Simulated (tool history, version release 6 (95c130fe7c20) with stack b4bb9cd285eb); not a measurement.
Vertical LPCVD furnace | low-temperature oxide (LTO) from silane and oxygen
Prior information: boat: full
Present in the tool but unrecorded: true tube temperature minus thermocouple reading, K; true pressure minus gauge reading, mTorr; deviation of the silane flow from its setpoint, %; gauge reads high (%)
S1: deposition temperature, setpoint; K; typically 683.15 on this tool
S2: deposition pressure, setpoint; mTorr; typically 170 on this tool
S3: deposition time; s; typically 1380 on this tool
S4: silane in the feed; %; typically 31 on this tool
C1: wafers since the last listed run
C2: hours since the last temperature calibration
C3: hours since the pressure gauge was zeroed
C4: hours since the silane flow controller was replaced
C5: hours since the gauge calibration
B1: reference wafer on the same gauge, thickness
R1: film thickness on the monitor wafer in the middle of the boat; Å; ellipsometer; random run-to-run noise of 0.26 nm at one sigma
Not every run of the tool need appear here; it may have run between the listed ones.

{"run": 1, "day": 0.0, "S1": 683.15, "S2": 170, "S3": 1230, "S4": 31, "C1": 0, "C2": 1729.8, "C3": 4212.1, "C4": 2096.5, "C5": 1052.6, "B1": 110.12, "R1": 1057.1}
{"day": 6.408, "done": "gauge calibrated"}
{"run": 2, "day": 10.383, "S1": 690.15, "S2": 170, "S3": 1380, "S4": 31, "C1": 2523, "C2": 1979.0, "C3": 4461.3, "C4": 2345.7, "C5": 95.4, "B1": 110.09, "R1": 1279.7}
{"run": 3, "day": 12.688, "S1": 690.15, "S2": 170, "S3": 1380, "S4": 31, "C1": 560, "C2": 2034.3, "C3": 4516.6, "C4": 2401.0, "C5": 150.7, "B1": 110.0, "R1": 1278.1}
{"run": 4, "day": 14.658, "S1": 690.15, "S2": 170, "S3": 1380, "S4": 31, "C1": 478, "C2": 2081.6, "C3": 4563.9, "C4": 2448.3, "C5": 198.0, "B1": 109.9, "R1": 1273.1}
{"run": 5, "day": 18.558, "S1": 683.15, "S2": 170, "S3": 1380, "S4": 31, "C1": 947, "C2": 2175.2, "C3": 4657.5, "C4": 2541.9, "C5": 291.6, "B1": 110.09, "R1": 1176.0}
{"run": 6, "day": 21.65, "S1": 683.15, "S2": 170, "S3": 1380, "S4": 31, "C1": 751, "C2": 2249.4, "C3": 4731.7, "C4": 2616.1, "C5": 365.8, "B1": 110.08, "R1": 1175.7}
{"run": 7, "day": 25.379, "S1": 683.15, "S2": 170, "S3": 1380, "S4": 31, "C1": 906, "C2": 2338.9, "C3": 4821.2, "C4": 2705.6, "C5": 455.3, "B1": 109.96, "R1": 1178.4}
{"run": 8, "day": 29.667, "S1": 683.15, "S2": 170, "S3": 1650, "S4": 31, "C1": 1042, "C2": 2441.8, "C3": 4924.1, "C4": 2808.5, "C5": 558.2, "B1": 109.93, "R1": 1402.2}
{"run": 9, "day": 32.292, "S1": 683.15, "S2": 170, "S3": 1650, "S4": 31, "C1": 637, "C2": 2504.8, "C3": 4987.1, "C4": 2871.5, "C5": 621.2, "B1": 109.91, "R1": 1409.1}
{"run": 10, "day": 35.146, "S1": 676.15, "S2": 170, "S3": 1380, "S4": 29, "C1": 693, "C2": 2573.3, "C3": 5055.6, "C4": 2940.0, "C5": 689.7, "B1": 109.94, "R1": 982.7}
{"day": 39.554, "done": "pressure gauge zeroed"}
{"run": 11, "day": 39.95, "S1": 676.15, "S2": 170, "S3": 1380, "S4": 29, "C1": 924, "C2": 2688.6, "C3": 9.5, "C4": 3055.3, "C5": 805.0, "B1": 109.97, "R1": 976.3}
{"run": 12, "day": 42.6, "S1": 676.15, "S2": 170, "S3": 1380, "S4": 29, "C1": 644, "C2": 2752.2, "C3": 73.1, "C4": 3118.9, "C5": 868.6, "B1": 109.99, "R1": 977.5}
{"day": 44.496, "done": "thermocouples replaced and temperature profile calibrated"}
{"run": 13, "day": 46.225, "S1": 683.15, "S2": 170, "S3": 1380, "S4": 31, "C1": 637, "C2": 41.5, "C3": 160.1, "C4": 3205.9, "C5": 955.6, "B1": 110.07, "R1": 1167.4}
{"run": 14, "day": 49.679, "S1": 683.15, "S2": 170, "S3": 1380, "S4": 31, "C1": 839, "C2": 124.4, "C3": 243.0, "C4": 3288.8, "C5": 1038.5, "B1": 110.05, "R1": 1168.9}
{"run": 15, "day": 52.462, "S1": 676.15, "S2": 135, "S3": 1380, "S4": 31, "C1": 676, "C2": 191.2, "C3": 309.8, "C4": 3355.6, "C5": 1105.3, "B1": 110.08, "R1": 853.6}
{"run": 16, "day": 54.838, "S1": 674.15, "S2": 185, "S3": 900, "S4": 31, "C1": 577, "C2": 248.2, "C3": 366.8, "C4": 3412.6, "C5": 1162.3, "B1": 109.98, "R1": 740.7}
{"run": 17, "day": 60.562, "S1": 683.15, "S2": 170, "S3": 1380, "S4": 31, "C1": 1391, "C2": 385.6, "C3": 504.2, "C4": 3550.0, "C5": 1299.7, "B1": 109.98, "R1": 1161.3}
{"run": 18, "day": 62.638, "S1": 692.15, "S2": 150, "S3": 1380, "S4": 35, "C1": 504, "C2": 435.4, "C3": 554.0, "C4": 3599.8, "C5": 1349.5, "B1": 110.08, "R1": 1343.5}
{"run": 19, "day": 64.608, "S1": 683.15, "S2": 170, "S3": 1380, "S4": 31, "C1": 478, "C2": 482.7, "C3": 601.3, "C4": 3647.1, "C5": 1396.8, "B1": 109.88, "R1": 1164.4}
{"day": 66.1, "done": "gauge calibrated"}
{"run": 20, "day": 66.446, "S1": 683.15, "S2": 170, "S3": 1380, "S4": 31, "C1": 446, "C2": 526.8, "C3": 645.4, "C4": 3691.2, "C5": 8.3, "B1": 110.0, "R1": 1160.9}
{"day": 68.233, "done": "silane flow controller replaced"}
{"run": 21, "day": 68.721, "S1": 676.15, "S2": 155, "S3": 1650, "S4": 36, "C1": 309, "C2": 581.4, "C3": 700.0, "C4": 11.7, "C5": 62.9, "B1": 109.96, "R1": 1503.1}
{"run": 22, "day": 71.0, "S1": 683.15, "S2": 155, "S3": 1380, "S4": 26, "C1": 553, "C2": 636.1, "C3": 754.7, "C4": 66.4, "C5": 117.6, "B1": 110.04, "R1": 858.0}
{"run": 23, "day": 73.762, "S1": 677.15, "S2": 205, "S3": 1380, "S4": 36, "C1": 671, "C2": 702.4, "C3": 821.0, "C4": 132.7, "C5": 183.9, "B1": 109.94, "R1": 1682.9}
{"run": 24, "day": 76.179, "S1": 683.15, "S2": 155, "S3": 1140, "S4": 31, "C1": 587, "C2": 760.4, "C3": 879.0, "C4": 190.7, "C5": 241.9, "B1": 110.1, "R1": 913.3}
{"run": 25, "day": 78.321, "S1": 676.15, "S2": 155, "S3": 1650, "S4": 36, "C1": 520, "C2": 811.8, "C3": 930.4, "C4": 242.1, "C5": 293.3, "B1": 109.92, "R1": 1496.6}
{"run": 26, "day": 80.979, "S1": 683.15, "S2": 170, "S3": 1380, "S4": 31, "C1": 646, "C2": 875.6, "C3": 994.2, "C4": 305.9, "C5": 357.1, "B1": 109.98, "R1": 1210.4}
{"run": 27, "day": 85.333, "S1": 688.15, "S2": 170, "S3": 1380, "S4": 31, "C1": 1058, "C2": 980.1, "C3": 1098.7, "C4": 410.4, "C5": 461.6, "B1": 110.07, "R1": 1281.8}
{"run": 28, "day": 88.217, "S1": 679.15, "S2": 150, "S3": 1380, "S4": 33, "C1": 700, "C2": 1049.3, "C3": 1167.9, "C4": 479.6, "C5": 530.8, "B1": 110.02, "R1": 1114.5}
{"run": 29, "day": 92.288, "S1": 677.15, "S2": 145, "S3": 1110, "S4": 26, "C1": 989, "C2": 1147.0, "C3": 1265.6, "C4": 577.3, "C5": 628.5, "B1": 110.02, "R1": 597.0}

5 options for the next run, each taken on its own from the tool as it stands now. Forecast them:
{"run": "A", "day": 92.479, "S1": 683.15, "S2": 170, "S3": 1380, "S4": 31, "C1": 46, "C2": 1151.6, "C3": 1270.2, "C4": 581.9, "C5": 633.1, "B1": "?", "R1": "?"}
{"run": "B", "day": 92.479, "S1": 683.15, "S2": 170, "S3": 1230, "S4": 28, "C1": 46, "C2": 1151.6, "C3": 1270.2, "C4": 581.9, "C5": 633.1, "B1": "?", "R1": "?"}
{"run": "C", "day": 92.479, "S1": 680.15, "S2": 170, "S3": 990, "S4": 31, "C1": 46, "C2": 1151.6, "C3": 1270.2, "C4": 581.9, "C5": 633.1, "B1": "?", "R1": "?"}
{"run": "D", "day": 92.479, "S1": 683.15, "S2": 170, "S3": 1710, "S4": 35, "C1": 46, "C2": 1151.6, "C3": 1270.2, "C4": 581.9, "C5": 633.1, "B1": "?", "R1": "?"}
{"run": "E", "day": 92.479, "S1": 677.15, "S2": 135, "S3": 1380, "S4": 28, "C1": 46, "C2": 1151.6, "C3": 1270.2, "C4": 581.9, "C5": 633.1, "B1": "?", "R1": "?"}

run=A B1=109.92 R1=1213.4
run=B B1=109.92 R1=932.6
run=C B1=109.92 R1=841.1
run=D B1=109.92 R1=1774.9
run=E B1=109.92 R1=774.2
Without the tool's hidden state the same runs would have given:
run=A R1=1221.6
run=B R1=939.5
run=C R1=846.8
run=D R1=1785.3
run=E R1=780.0

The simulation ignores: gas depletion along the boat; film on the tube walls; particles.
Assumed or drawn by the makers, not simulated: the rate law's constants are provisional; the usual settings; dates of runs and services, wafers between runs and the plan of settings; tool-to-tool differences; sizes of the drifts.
